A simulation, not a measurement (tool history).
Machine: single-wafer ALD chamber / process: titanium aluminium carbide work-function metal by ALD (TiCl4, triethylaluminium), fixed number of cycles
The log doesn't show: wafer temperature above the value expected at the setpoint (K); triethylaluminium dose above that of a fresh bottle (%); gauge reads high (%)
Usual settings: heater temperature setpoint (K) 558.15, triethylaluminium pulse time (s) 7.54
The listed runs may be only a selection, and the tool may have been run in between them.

| run | hour | heater temperature setpoint (K) | triethylaluminium pulse time (s) | wafers since the last listed run | hours since the last thermocouple change | hours since the last triethylaluminium bottle change | hours since the showerhead was replaced | hours since the gauge calibration | read-back reference wafer on the same gauge, thickness_nm | mean film thickness on the monitor wafer (angstrom) |
|---|---|---|---|---|---|---|---|---|---|---|
| 1 | 0.0 | 558.15 | 8.31 | 0 | 2101.3 | 222.7 | 3291.9 | 178.2 | 1.732 | 16.84 |
| 2 | 17.8 | 558.15 | 8.31 | 178 | 2119.1 | 240.5 | 3309.7 | 196.0 | 1.730 | 16.93 |
| 3 | 29.6 | 554.15 | 7.54 | 118 | 2130.9 | 252.3 | 3321.5 | 207.8 | 1.729 | 16.09 |
| 4 | 81.0 | 554.15 | 7.54 | 515 | 2182.3 | 303.7 | 3372.9 | 259.2 | 1.731 | 15.91 |
| 5 | 95.9 | 558.15 | 7.54 | 149 | 2197.2 | 318.6 | 3387.8 | 274.1 | 1.729 | 16.26 |
| 6 | 109.0 | 558.15 | 7.54 | 131 | 2210.3 | 331.7 | 3400.9 | 287.2 | 1.732 | 16.14 |
| 7 | 124.4 | 558.15 | 7.54 | 154 | 2225.7 | 347.1 | 3416.3 | 302.6 | 1.730 | 16.13 |
| 8 | 131.1 | 558.15 | 7.54 | 67 | 2232.4 | 353.8 | 3423.0 | 309.3 | 1.731 | 16.14 |
| 9 | 140.3 | 550.15 | 8.42 | 92 | 2241.6 | 363.0 | 3432.2 | 318.5 | 1.729 | 16.03 |
| 10 | 152.7 | 558.15 | 5.23 | 124 | 2254.0 | 375.4 | 3444.6 | 330.9 | 1.728 | 12.60 |
| 11 | 162.4 | 558.15 | 5.23 | 97 | 2263.7 | 385.1 | 3454.3 | 340.6 | 1.730 | 12.50 |
| 12 | 177.6 | 558.15 | 7.54 | 152 | 2278.9 | 400.3 | 3469.5 | 355.8 | 1.728 | 16.16 |
| 13 | 188.8 | 558.15 | 7.54 | 112 | 2290.1 | 411.5 | 3480.7 | 367.0 | 1.729 | 15.99 |
| 14 | 199.2 | 558.15 | 7.54 | 104 | 2300.5 | 421.9 | 3491.1 | 377.4 | 1.730 | 16.01 |
| 15 | 207.0 | 566.15 | 5.67 | 78 | 2308.3 | 429.7 | 3498.9 | 385.2 | 1.730 | 13.91 |
| 16 | 216.9 | 566.15 | 5.67 | 99 | 2318.2 | 439.6 | 3508.8 | 395.1 | 1.731 | 13.97 |
| 17 | 229.3 | 562.15 | 6.37 | 124 | 2330.6 | 452.0 | 3521.2 | 407.5 | 1.731 | 14.84 |
| 18 | 236.1 | 569.15 | 5.29 | 68 | 2337.4 | 458.8 | 3528.0 | 414.3 | 1.730 | 13.12 |
|  | 248.9 | thermocouple changed; heater temperature recalibrated |
| 19 | 249.4 | 563.15 | 4.57 | 53 | 0.5 | 472.1 | 3541.3 | 427.6 | 1.733 | 10.62 |
| 20 | 295.9 | 572.15 | 10.28 | 466 | 47.0 | 518.6 | 3587.8 | 474.1 | 1.731 | 18.43 |
| 21 | 310.3 | 558.15 | 7.54 | 144 | 61.4 | 533.0 | 3602.2 | 488.5 | 1.731 | 15.61 |
|  | 320.1 | gauge calibrated |
|  | 323.3 | showerhead replaced |
| 22 | 326.4 | 558.15 | 9.33 | 81 | 77.5 | 549.1 | 3.1 | 6.3 | 1.729 | 16.95 |
| 23 | 343.3 | 558.15 | 5.23 | 169 | 94.4 | 566.0 | 20.0 | 23.2 | 1.729 | 11.79 |
| 24 | 361.0 | 567.15 | 7.54 | 177 | 112.1 | 583.7 | 37.7 | 40.9 | 1.731 | 16.20 |
| 25 | 372.4 | 563.15 | 4.57 | 114 | 123.5 | 595.1 | 49.1 | 52.3 | 1.729 | 10.18 |
|  | 382.3 | triethylaluminium bottle replaced |
| 26 | 383.5 | 558.15 | 9.33 | 31 | 134.6 | 1.2 | 60.2 | 63.4 | 1.732 | 17.62 |
| 27 | 393.9 | 550.15 | 4.73 | 104 | 145.0 | 11.6 | 70.6 | 73.8 | 1.730 | 11.88 |
| 28 | 411.5 | 549.15 | 10.46 | 176 | 162.6 | 29.2 | 88.2 | 91.4 | 1.730 | 16.85 |
| 29 | 421.2 | 558.15 | 7.54 | 97 | 172.3 | 38.9 | 97.9 | 101.1 | 1.732 | 16.71 |
| 30 | 437.4 | 546.15 | 6.61 | 162 | 188.5 | 55.1 | 114.1 | 117.3 | 1.729 | 14.84 |
| 31 | 444.7 | 558.15 | 4.90 | 73 | 195.8 | 62.4 | 121.4 | 124.6 | 1.729 | 12.68 |
| 32 | 458.8 | 571.15 | 5.35 | 141 | 209.9 | 76.5 | 135.5 | 138.7 | 1.729 | 14.69 |
| 33 | 471.3 | 547.15 | 10.11 | 125 | 222.4 | 89.0 | 148.0 | 151.2 | 1.730 | 16.73 |
| 34 | 483.9 | 558.15 | 5.23 | 126 | 235.0 | 101.6 | 160.6 | 163.8 | 1.728 | 13.33 |

Hidden state or all else? Some run-to-run changes of mean film thickness on the monitor wafer (angstrom), split into what the settings, what came in and random variation would give without the hidden state, and what is left for the hidden state (with any gauge scatter that isn't in both results):
Run 19 -> 20: heater temperature setpoint (K) 563.15 -> 572.15, triethylaluminium pulse time (s) 4.57 -> 10.28. mean film thickness on the monitor wafer (angstrom) +7.81: hidden state +1.04, all else +6.77.
Run 22 -> 23: triethylaluminium pulse time (s) 9.33 -> 5.23. mean film thickness on the monitor wafer (angstrom) -5.16: hidden state -1.11, all else -4.05.
Run 24 -> 25: heater temperature setpoint (K) 567.15 -> 563.15, triethylaluminium pulse time (s) 7.54 -> 4.57. mean film thickness on the monitor wafer (angstrom) -6.02: hidden state -0.71, all else -5.31.
Run 25 -> 26: heater temperature setpoint (K) 563.15 -> 558.15, triethylaluminium pulse time (s) 4.57 -> 9.33, triethylaluminium bottle replaced. mean film thickness on the monitor wafer (angstrom) +7.44: hidden state +2.00, all else +5.44.

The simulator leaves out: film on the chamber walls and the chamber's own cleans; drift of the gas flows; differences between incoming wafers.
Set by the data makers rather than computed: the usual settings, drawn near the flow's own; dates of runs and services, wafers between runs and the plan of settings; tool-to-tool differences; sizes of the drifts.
